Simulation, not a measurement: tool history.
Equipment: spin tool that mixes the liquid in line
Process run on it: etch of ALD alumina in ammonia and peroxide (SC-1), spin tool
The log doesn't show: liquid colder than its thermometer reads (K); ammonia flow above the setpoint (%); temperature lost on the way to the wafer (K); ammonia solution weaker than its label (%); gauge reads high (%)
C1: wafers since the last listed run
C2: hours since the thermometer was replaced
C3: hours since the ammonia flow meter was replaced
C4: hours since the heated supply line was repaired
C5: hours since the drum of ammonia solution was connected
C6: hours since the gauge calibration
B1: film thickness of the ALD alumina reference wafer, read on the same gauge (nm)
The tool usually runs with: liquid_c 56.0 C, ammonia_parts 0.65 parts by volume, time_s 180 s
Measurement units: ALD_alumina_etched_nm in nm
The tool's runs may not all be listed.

run 1 hour=0.0 | liquid_c=56.0 ammonia_parts=0.65 time_s=180 | C1=0 C2=452.5 C3=460.9 C4=4110.2 C5=921.6 C6=236.2 | B1=110.04 | ALD_alumina_etched_nm=15.55
run 2 hour=15.8 | liquid_c=56.0 ammonia_parts=0.50 time_s=180 | C1=130 C2=468.3 C3=476.7 C4=4126.0 C5=937.4 C6=252.0 | B1=110.02 | ALD_alumina_etched_nm=15.21
run 3 hour=23.6 | liquid_c=56.0 ammonia_parts=0.85 time_s=180 | C1=64 C2=476.1 C3=484.5 C4=4133.8 C5=945.2 C6=259.8 | B1=109.98 | ALD_alumina_etched_nm=15.89
run 4 hour=30.6 | liquid_c=56.0 ammonia_parts=0.65 time_s=220 | C1=57 C2=483.1 C3=491.5 C4=4140.8 C5=952.2 C6=266.8 | B1=110.02 | ALD_alumina_etched_nm=18.82
-- hour=35.3 gauge calibrated
run 5 hour=42.6 | liquid_c=56.0 ammonia_parts=0.65 time_s=220 | C1=99 C2=495.1 C3=503.5 C4=4152.8 C5=964.2 C6=7.3 | B1=109.99 | ALD_alumina_etched_nm=18.87
run 6 hour=55.6 | liquid_c=52.5 ammonia_parts=0.65 time_s=180 | C1=107 C2=508.1 C3=516.5 C4=4165.8 C5=977.2 C6=20.3 | B1=109.98 | ALD_alumina_etched_nm=12.75
-- hour=64.9 thermometer replaced
run 7 hour=66.5 | liquid_c=48.5 ammonia_parts=0.65 time_s=180 | C1=81 C2=1.6 C3=527.4 C4=4176.7 C5=988.1 C6=31.2 | B1=109.98 | ALD_alumina_etched_nm=11.39
run 8 hour=82.3 | liquid_c=48.5 ammonia_parts=0.65 time_s=180 | C1=130 C2=17.4 C3=543.2 C4=4192.5 C5=1003.9 C6=47.0 | B1=109.98 | ALD_alumina_etched_nm=11.32
run 9 hour=96.1 | liquid_c=48.5 ammonia_parts=0.65 time_s=180 | C1=114 C2=31.2 C3=557.0 C4=4206.3 C5=1017.7 C6=60.8 | B1=109.99 | ALD_alumina_etched_nm=11.42
-- hour=112.9 ammonia flow meter replaced
run 10 hour=113.4 | liquid_c=61.0 ammonia_parts=0.80 time_s=265 | C1=134 C2=48.5 C3=0.5 C4=4223.6 C5=1035.0 C6=78.1 | B1=109.98 | ALD_alumina_etched_nm=32.90
-- hour=114.6 heated supply line repaired
run 11 hour=126.6 | liquid_c=49.5 ammonia_parts=0.85 time_s=240 | C1=101 C2=61.7 C3=13.7 C4=12.0 C5=1048.2 C6=91.3 | B1=110.01 | ALD_alumina_etched_nm=16.45
run 12 hour=141.3 | liquid_c=61.0 ammonia_parts=0.80 time_s=265 | C1=121 C2=76.4 C3=28.4 C4=26.7 C5=1062.9 C6=106.0 | B1=110.01 | ALD_alumina_etched_nm=32.81
run 13 hour=148.8 | liquid_c=51.5 ammonia_parts=0.50 time_s=270 | C1=62 C2=83.9 C3=35.9 C4=34.2 C5=1070.4 C6=113.5 | B1=109.98 | ALD_alumina_etched_nm=19.48
run 14 hour=158.3 | liquid_c=59.5 ammonia_parts=0.65 time_s=180 | C1=78 C2=93.4 C3=45.4 C4=43.7 C5=1079.9 C6=123.0 | B1=110.04 | ALD_alumina_etched_nm=20.27
-- hour=170.0 new drum of ammonia solution connected
run 15 hour=175.0 | liquid_c=56.0 ammonia_parts=0.65 time_s=130 | C1=130 C2=110.1 C3=62.1 C4=60.4 C5=5.0 C6=139.7 | B1=110.01 | ALD_alumina_etched_nm=12.11
run 16 hour=185.5 | liquid_c=56.0 ammonia_parts=0.65 time_s=180 | C1=86 C2=120.6 C3=72.6 C4=70.9 C5=15.5 C6=150.2 | B1=109.98 | ALD_alumina_etched_nm=16.60
run 17 hour=195.9 | liquid_c=56.0 ammonia_parts=0.65 time_s=120 | C1=86 C2=131.0 C3=83.0 C4=81.3 C5=25.9 C6=160.6 | B1=109.98 | ALD_alumina_etched_nm=11.04
run 18 hour=204.3 | liquid_c=50.0 ammonia_parts=0.65 time_s=150 | C1=69 C2=139.4 C3=91.4 C4=89.7 C5=34.3 C6=169.0 | B1=110.02 | ALD_alumina_etched_nm=10.18
run 19 hour=212.7 | liquid_c=56.0 ammonia_parts=0.80 time_s=140 | C1=69 C2=147.8 C3=99.8 C4=98.1 C5=42.7 C6=177.4 | B1=110.00 | ALD_alumina_etched_nm=13.28
run 20 hour=226.1 | liquid_c=64.0 ammonia_parts=0.65 time_s=130 | C1=110 C2=161.2 C3=113.2 C4=111.5 C5=56.1 C6=190.8 | B1=109.97 | ALD_alumina_etched_nm=18.01
run 21 hour=232.9 | liquid_c=56.0 ammonia_parts=0.65 time_s=180 | C1=56 C2=168.0 C3=120.0 C4=118.3 C5=62.9 C6=197.6 | B1=110.06 | ALD_alumina_etched_nm=16.51
run 22 hour=242.8 | liquid_c=51.5 ammonia_parts=0.95 time_s=130 | C1=81 C2=177.9 C3=129.9 C4=128.2 C5=72.8 C6=207.5 | B1=110.01 | ALD_alumina_etched_nm=9.72
run 23 hour=255.4 | liquid_c=63.0 ammonia_parts=0.75 time_s=110 | C1=104 C2=190.5 C3=142.5 C4=140.8 C5=85.4 C6=220.1 | B1=110.03 | ALD_alumina_etched_nm=14.69
run 24 hour=270.4 | liquid_c=56.0 ammonia_parts=0.65 time_s=180 | C1=124 C2=205.5 C3=157.5 C4=155.8 C5=100.4 C6=235.1 | B1=110.02 | ALD_alumina_etched_nm=16.38
run 25 hour=285.3 | liquid_c=51.5 ammonia_parts=0.50 time_s=270 | C1=123 C2=220.4 C3=172.4 C4=170.7 C5=115.3 C6=250.0 | B1=110.01 | ALD_alumina_etched_nm=19.11

Measured result minus the same run's result without the hidden state. Both carry the same run-to-run variation, though not necessarily the same gauge scatter:
run=1 ALD_alumina_etched_nm=-1.83
run=2 ALD_alumina_etched_nm=-1.84
run=3 ALD_alumina_etched_nm=-1.96
run=4 ALD_alumina_etched_nm=-2.36
run=5 ALD_alumina_etched_nm=-2.42
run=6 ALD_alumina_etched_nm=-1.72
run=7 ALD_alumina_etched_nm=-0.17
run=8 ALD_alumina_etched_nm=-0.21
run=9 ALD_alumina_etched_nm=-0.25
run=10 ALD_alumina_etched_nm=-0.80
run=11 ALD_alumina_etched_nm=-0.48
run=12 ALD_alumina_etched_nm=-1.00
run=13 ALD_alumina_etched_nm=-0.67
run=14 ALD_alumina_etched_nm=-0.70
run=15 ALD_alumina_etched_nm=-0.48
run=16 ALD_alumina_etched_nm=-0.70
run=17 ALD_alumina_etched_nm=-0.49
run=18 ALD_alumina_etched_nm=-0.49
run=19 ALD_alumina_etched_nm=-0.64
run=20 ALD_alumina_etched_nm=-0.88
run=21 ALD_alumina_etched_nm=-0.88
run=22 ALD_alumina_etched_nm=-0.55
run=23 ALD_alumina_etched_nm=-0.82
run=24 ALD_alumina_etched_nm=-1.02
run=25 ALD_alumina_etched_nm=-1.30

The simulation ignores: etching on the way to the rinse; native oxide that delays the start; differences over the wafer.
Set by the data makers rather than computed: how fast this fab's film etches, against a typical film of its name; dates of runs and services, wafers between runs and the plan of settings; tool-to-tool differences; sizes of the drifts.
